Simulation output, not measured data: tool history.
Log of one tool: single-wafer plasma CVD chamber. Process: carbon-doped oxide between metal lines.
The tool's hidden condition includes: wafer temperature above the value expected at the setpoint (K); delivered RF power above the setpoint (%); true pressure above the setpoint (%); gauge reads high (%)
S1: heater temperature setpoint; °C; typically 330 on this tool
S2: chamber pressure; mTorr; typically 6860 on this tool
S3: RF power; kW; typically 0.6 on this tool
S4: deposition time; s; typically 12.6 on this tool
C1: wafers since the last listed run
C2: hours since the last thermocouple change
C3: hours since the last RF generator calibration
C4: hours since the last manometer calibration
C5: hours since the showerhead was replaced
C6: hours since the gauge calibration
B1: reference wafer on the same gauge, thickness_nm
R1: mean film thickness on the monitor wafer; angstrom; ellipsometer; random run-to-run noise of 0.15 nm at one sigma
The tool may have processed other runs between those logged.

run	hour	S1	S2	S3	S4	C1	C2	C3	C4	C5	C6	B1	R1
1	0	330	6860	0.6	12.6	0	2093.6	681.3	1790.8	7654.3	240.8	75.45	728.89
2	35	330	6860	0.6	12.6	1053	2128.6	716.3	1825.8	7689.3	275.8	75.511	730.51
3	56.5	330	6860	0.6	12.6	647	2150.1	737.8	1847.3	7710.8	297.3	75.519	725.99
# hour 150.8: gauge calibrated
4	156.3	330	6860	0.6	12.6	3003	2249.9	837.6	1947.1	7810.6	5.5	75.493	718.8
# hour 174.4: capacitance manometer re-zeroed and calibrated
# hour 190.4: thermocouple changed; heater temperature recalibrated
5	190.9	330	6860	0.6	12.6	559	0.5	872.2	16.5	7845.2	40.1	75.463	717.01
6	196.3	330	6860	0.6	12.6	162	5.9	877.6	21.9	7850.6	45.5	75.539	717.91
7	208.7	330	6860	0.6	12.6	373	18.3	890	34.3	7863	57.9	75.492	714.62
8	236.9	330	6860	0.6	12.6	848	46.5	918.2	62.5	7891.2	86.1	75.496	714.76
# hour 298.6: showerhead replaced
9	299.1	325	7410	0.68	11	1631	108.7	980.4	124.7	0.5	148.3	75.523	712
10	323.6	330	7790	0.495	12.6	737	133.2	1004.9	149.2	25	172.8	75.471	569.43
# hour 332.9: RF generator calibrated
11	336	330	6860	0.6	12.6	132	145.6	3.1	161.6	37.4	185.2	75.493	749.58
12	360.7	330	7790	0.495	12.6	743	170.3	27.8	186.3	62.1	209.9	75.485	612.23
13	375.4	319	7690	0.555	10.4	442	185	42.5	201	76.8	224.6	75.503	601.59
14	407.5	330	6860	0.545	12.6	966	217.1	74.6	233.1	108.9	256.7	75.527	679.28

Run 15 comes next. What will it give?
15	421.8	342	6860	0.6	12.6	430	231.4	88.9	247.4	123.2	271	?	?

{"run 15": {"B1": 75.475, "R1": 723.55}}
Had the tool carried no hidden state, the very same run would have given R1 727.13 angstrom.
